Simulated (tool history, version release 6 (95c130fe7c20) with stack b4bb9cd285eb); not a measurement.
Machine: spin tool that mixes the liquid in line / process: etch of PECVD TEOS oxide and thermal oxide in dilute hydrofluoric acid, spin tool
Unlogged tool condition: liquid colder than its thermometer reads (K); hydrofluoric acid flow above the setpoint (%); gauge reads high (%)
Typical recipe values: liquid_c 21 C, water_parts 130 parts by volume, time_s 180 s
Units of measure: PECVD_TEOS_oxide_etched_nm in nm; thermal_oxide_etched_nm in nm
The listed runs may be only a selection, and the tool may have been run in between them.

run     day  liquid_c  water_parts  time_s  wafers since the last listed run  hours since the thermometer was replaced  hours since the hydrofluoric acid flow meter was replaced  hours since the gauge calibration  read-back film thickness of the PECVD TEOS oxide reference wafer, read on the same gauge (nm)  read-back film thickness of the thermal oxide reference wafer, read on the same gauge (nm)  PECVD_TEOS_oxide_etched_nm  thermal_oxide_etched_nm
  1       0        18          130     180                                 0                                     835.9                                                      340.6                             1214.2                                                                                         109.95                                                                                       29.97                       20.32                     5.24
  2   4.183        18          130     180                               629                                     936.3                                                        441                             1314.6                                                                                         109.98                                                                                       30.01                       21.02                     5.33
      7.275  -- hydrofluoric acid flow meter replaced
  3   7.738        21          130     215                               528                                    1021.6                                                       11.1                             1399.9                                                                                         110.05                                                                                       30.01                       25.96                     6.57
  4  10.546        21          130     215                               422                                      1089                                                       78.5                             1467.3                                                                                         109.98                                                                                       30.02                       26.25                     6.65
  5  13.467        21          130     215                               439                                    1159.1                                                      148.6                             1537.4                                                                                         109.97                                                                                          30                       26.37                     6.72
  6  16.562        21          130     180                               465                                    1233.4                                                      222.9                             1611.7                                                                                         109.98                                                                                       30.02                       22.31                     5.76
  7  25.104        21          130     180                              1285                                    1438.4                                                      427.9                             1816.7                                                                                         110.03                                                                                       30.01                       23.24                     5.91
     26.033  -- gauge calibrated
     26.038  -- hydrofluoric acid flow meter replaced
  8  28.075        21          130     180                               440                                    1509.7                                                       48.9                                 49                                                                                            110                                                                                       29.98                       22.07                     5.61
  9  32.529        21          130     180                               670                                    1616.6                                                      155.8                              155.9                                                                                            110                                                                                       30.04                       22.38                     5.67
 10  34.988        21          130     180                               369                                    1675.6                                                      214.8                              214.9                                                                                         109.98                                                                                       29.98                       22.44                     5.75
 11  36.962        21          130     180                               297                                      1723                                                      262.2                              262.3                                                                                         109.98                                                                                       30.03                       22.74                     5.76
 12  40.446        21          130     180                               524                                    1806.6                                                      345.8                              345.9                                                                                            110                                                                                       30.01                       23.09                     5.86
 13  43.558        25           65     225                               468                                    1881.3                                                      420.5                              420.6                                                                                         110.03                                                                                       29.99                       73.72                    18.81
     46.592  -- hydrofluoric acid flow meter replaced
 14  47.775        17           90     210                               628                                    1982.5                                                       28.4                              521.8                                                                                         109.98                                                                                          30                        32.6                     8.34
 15  49.538        21          130     215                               265                                    2024.8                                                       70.7                              564.1                                                                                         109.97                                                                                       29.99                       26.34                     6.68
 16  52.529        23           95     105                               450                                    2096.6                                                      142.5                              635.9                                                                                            110                                                                                       29.96                        20.1                     5.08
 17  56.371        25           65     225                               578                                    2188.8                                                      234.7                              728.1                                                                                            110                                                                                       30.02                       70.81                     18.2
 18  59.812        21          130     180                               517                                    2271.4                                                      317.3                              810.7                                                                                            110                                                                                       30.02                       22.93                     5.88
     60.229  -- thermometer replaced
 19    61.4        21          130     180                               232                                      28.1                                                      355.4                              848.8                                                                                         110.01                                                                                       30.01                       23.07                     5.88
 20  63.354      25.5          130     180                               294                                        75                                                      402.3                              895.7                                                                                         110.02                                                                                       29.99                        27.8                     7.06
 21  66.533        21          130     180                               478                                     151.3                                                      478.6                                972                                                                                         110.04                                                                                       30.01                       23.44                     6.02
 22  68.246        21          105     180                               257                                     192.4                                                      519.7                             1013.1                                                                                         110.06                                                                                       30.02                       30.09                     7.67
     68.929  -- hydrofluoric acid flow meter replaced
 23  72.621        21          130     270                               652                                     297.4                                                       88.6                             1118.1                                                                                         110.02                                                                                       30.01                       33.15                     8.43
 24    75.5        21           75     180                               433                                     366.5                                                      157.7                             1187.2                                                                                         110.01                                                                                          30                       41.03                    10.46
 25  79.292      17.5          180     100                               570                                     457.5                                                      248.7                             1278.2                                                                                         110.02                                                                                       30.01                        7.41                     1.92

Here are 3 independent what-if runs from the current tool condition. What would each one return?
  A  79.312        21          150     180                                 3                                       458                                                      249.2                             1278.7                                                                                              ?                                                                                           ?                           ?                        ?
  B  79.312      25.5           75     135                                 3                                       458                                                      249.2                             1278.7                                                                                              ?                                                                                           ?                           ?                        ?
  C  79.312        17          180     285                                 3                                       458                                                      249.2                             1278.7                                                                                              ?                                                                                           ?                           ?                        ?

run  read-back film thickness of the PECVD TEOS oxide reference wafer, read on the same gauge (nm)  read-back film thickness of the thermal oxide reference wafer, read on the same gauge (nm)  PECVD_TEOS_oxide_etched_nm  thermal_oxide_etched_nm
  A                                                                                         110.01                                                                                       30.01                       19.29                     4.88
  B                                                                                         110.01                                                                                       30.01                        37.7                     9.54
  C                                                                                         110.01                                                                                       30.01                       21.07                     5.33
Stripped of hidden state, with their random variation kept, the same runs would have yielded:
run  PECVD_TEOS_oxide_etched_nm  thermal_oxide_etched_nm
  A                       18.46                     4.67
  B                       36.17                     9.15
  C                       20.16                      5.1
